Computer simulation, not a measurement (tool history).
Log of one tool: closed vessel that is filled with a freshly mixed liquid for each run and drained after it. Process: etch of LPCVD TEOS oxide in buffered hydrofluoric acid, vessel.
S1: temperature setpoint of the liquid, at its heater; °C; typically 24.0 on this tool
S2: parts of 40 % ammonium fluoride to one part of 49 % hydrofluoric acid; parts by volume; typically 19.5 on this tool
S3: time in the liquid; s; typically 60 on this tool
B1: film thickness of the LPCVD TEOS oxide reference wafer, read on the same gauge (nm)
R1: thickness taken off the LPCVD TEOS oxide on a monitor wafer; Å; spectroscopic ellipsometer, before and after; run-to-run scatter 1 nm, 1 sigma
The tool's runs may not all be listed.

run    hour    S1    S2  S3      B1      R1
  1     0.0  24.0  19.5  60  110.00  1636.8
  2    57.8  24.0  19.5  60  109.99  1648.8
  3   101.8  24.0  19.5  60  110.02  1643.4
  4   213.7  24.0  24.5  60  109.99  1395.2
  5   280.2  24.0  24.5  60  110.02  1406.5
  6   323.0  24.0  19.5  60  110.03  1677.9
  7   391.7  22.5  19.5  50  109.99  1275.3
  8   457.6  24.0  19.5  40  110.04  1126.8
  9   537.5  24.0  19.5  40  110.00  1130.7
 10   608.7  24.0  19.5  40  110.03  1142.0
 11   653.0  24.0  19.5  60  109.98  1692.9
 12   733.8  24.0  19.5  60  110.01  1693.2
 13   798.3  24.0  19.5  45  110.00  1284.3
      827.3  -- thermometer replaced
 14   902.3  24.0  19.5  60  109.98  1596.3
 15  1001.4  24.0  19.5  60  110.00  1606.8
 16  1055.5  24.0  19.5  40  109.98  1070.5
     1112.8  -- gauge calibrated
 17  1151.6  28.0  17.0  60  109.99  2305.9
 18  1234.1  24.0  23.0  60  110.02  1436.0
     1461.3  -- hydrofluoric acid flow meter replaced
 19  1464.1  24.0  23.0  60  109.98  1393.7
 20  1520.2  22.0  11.5  85  110.01  3399.4
 21  1569.0  28.0  27.0  75  110.03  1956.0
 22  1771.8  24.0  23.0  60  110.03  1429.9
 23  1878.7  24.0  19.5  50  109.98  1347.9
 24  2116.5  28.0  27.0  75  110.01  2019.6
 25  2164.8  28.0  17.5  75  109.95  2845.8
 26  2238.6  20.5  19.5  60  110.00  1350.2
 27  2345.9  26.0  19.5  60  110.01  1844.1
 28  2410.7  24.0  12.0  80  110.00  3614.0
 29  2511.3  24.0  23.5  60  109.95  1456.1
 30  2580.2  24.0  19.5  60  109.99  1675.0

Consider 5 possible next runs. They are alternatives, not a sequence: every one starts from the tool as it was left by run 30. What does each give?
  A  2580.9  24.0  19.5  60   ?   ?
  B  2580.9  20.0  16.0  85   ?   ?
  C  2580.9  24.0  15.0  35   ?   ?
  D  2580.9  20.5  25.5  50   ?   ?
  E  2580.9  26.0  19.5  35   ?   ?

run      B1      R1
  A  110.01  1683.2
  B  110.01  2325.6
  C  110.01  1271.0
  D  110.01   944.9
  E  110.01  1093.8
Take away the tool's hidden state, keep each run's random variation, and the runs would have read:
run      R1
  A  1526.2
  B  2105.5
  C  1152.8
  D   864.2
  E   992.6

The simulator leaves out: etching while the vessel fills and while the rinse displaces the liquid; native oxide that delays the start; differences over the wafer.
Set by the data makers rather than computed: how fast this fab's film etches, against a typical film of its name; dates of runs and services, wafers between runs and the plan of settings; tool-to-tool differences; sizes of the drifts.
